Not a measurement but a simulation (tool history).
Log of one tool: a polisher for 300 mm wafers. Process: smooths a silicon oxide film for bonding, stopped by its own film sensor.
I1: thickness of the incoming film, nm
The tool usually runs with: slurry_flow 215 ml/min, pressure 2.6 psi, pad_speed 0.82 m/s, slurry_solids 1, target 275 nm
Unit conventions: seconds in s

Run 1, day 0: usual settings but slurry_solids 0.85; I1 344. Result: seconds 91.6 s.
Run 2, day 0.896: usual settings; I1 349.8. Result: seconds 92.9 s.
Run 3, day 1.533: usual settings but pad_speed 1.04 m/s; I1 352.9. Result: seconds 79.2 s.
At day 2.017: worn pad replaced by a new one.
Run 4, day 2.533: usual settings but pressure 2.3 psi, target 291 nm; I1 352.4. Result: seconds 86.5 s.
Run 5, day 3.717: usual settings but pressure 2.3 psi, target 291 nm; I1 345.2. Result: seconds 76.9 s.
Run 6, day 4.371: usual settings but target 281 nm; I1 354.8. Result: seconds 92.1 s.
Run 7, day 4.975: usual settings but target 281 nm; I1 346.8. Result: seconds 82.6 s.
Run 8, day 6.138: usual settings but pad_speed 0.68 m/s, target 254 nm; I1 350.1. Result: seconds 139.3 s.
Run 9, day 6.796: usual settings; I1 348.2. Result: seconds 92.6 s.
At day 7.196: head pressure recalibrated.
Run 10, day 7.746: usual settings but target 283 nm; I1 355.5. Result: seconds 93.9 s.
Run 11, day 8.812: usual settings but pad_speed 0.64 m/s, target 296 nm; I1 349.6. Result: seconds 86.3 s.
At day 9.896: worn pad replaced by a new one.
Run 12, day 9.917: usual settings but pad_speed 0.62 m/s; I1 346.5. Result: seconds 119.2 s.
At day 10.512: slurry nozzle cleaned.
Run 13, day 11.229: usual settings; I1 351.8. Result: seconds 94.1 s.
At day 12.162: slurry blender recalibrated.
Run 14, day 12.533: usual settings but pressure 3.1 psi, pad_speed 0.56 m/s; I1 345.9. Result: seconds 98 s.
Run 15, day 13.554: usual settings but slurry_flow 175 ml/min, pressure 1.8 psi; I1 342.4. Result: seconds 119.5 s.
Run 16, day 14.946: usual settings; I1 344. Result: seconds 83.9 s.
Run 17, day 16.158: usual settings; I1 353.8. Result: seconds 97.5 s.
Run 18, day 16.904: usual settings but pressure 3.2 psi, pad_speed 0.54 m/s; I1 347.4. Result: seconds 101.6 s.
At day 17.883: worn pad replaced by a new one.
Run 19, day 18.133: usual settings but target 264 nm; I1 348.4. Result: seconds 103.3 s.
Run 20, day 18.742: usual settings but pressure 3.2 psi, pad_speed 0.54 m/s; I1 347. Result: seconds 101 s.
Run 21, day 20.171: usual settings but pressure 3 psi, slurry_solids 0.75, target 282 nm; I1 349.7. Result: seconds 86.1 s.
Run 22, day 21.229: usual settings but pressure 3.3 psi, slurry_solids 0.9; I1 348. Result: seconds 78.2 s.
At day 23.458: slurry nozzle cleaned.
At day 23.946: slurry blender recalibrated.
Run 23, day 24.712: usual settings but slurry_flow 165 ml/min, pressure 1.7 psi, target 267 nm; I1 349.1. Result: seconds 157.7 s.
Run 24, day 25.333: usual settings but slurry_flow 185 ml/min, pressure 2.9 psi, pad_speed 0.68 m/s, target 297 nm; I1 356.2. Result: seconds 78.4 s.
Run 25, day 26.092: usual settings; I1 344.7. Result: seconds 87.4 s.
Run 26, day 27.492: usual settings but target 253 nm; I1 346.9. Result: seconds 115.8 s.
At day 28.208: worn pad replaced by a new one.
Run 27, day 28.379: usual settings; I1 352.7. Result: seconds 94.2 s.
Run 28, day 29.338: usual settings but slurry_flow 240 ml/min, target 251 nm; I1 353.4. Result: seconds 123 s.
Run 29, day 33.688: usual settings but slurry_flow 175 ml/min, pressure 3.4 psi, pad_speed 0.68 m/s, slurry_solids 1.25; I1 346.2. Result: seconds 76.1 s.

For each run, the measured value with the value that run would have given without the tool's hidden condition subtracted. The run-to-run variation is shared by both, the gauge scatter possibly not:
Hidden state present: removal rate lost through wear of the pad, %; slurry flow missing at the pad, %; deviation of the head's pressure from its setpoint, %; abrasive missing from the slurry, %.
run  seconds
  1     +0.5
  2     +0.8
  3     +0.8
  4     +1.3
  5     +1.6
  6     +2.4
  7     +2.5
  8     +5.6
  9     +4.3
 10     +5.5
 11     +6.6
 12    +11.8
 13     +0.1
 14     +0.2
 15     +0.5
 16     +0.6
 17     +1.1
 18     +1.4
 19     +2.1
 20     +2.4
 21       +3
 22     +3.4
 23     +1.1
 24     +0.5
 25     +0.6
 26     +1.2
 27     +1.2
 28     +1.8
 29     +4.2
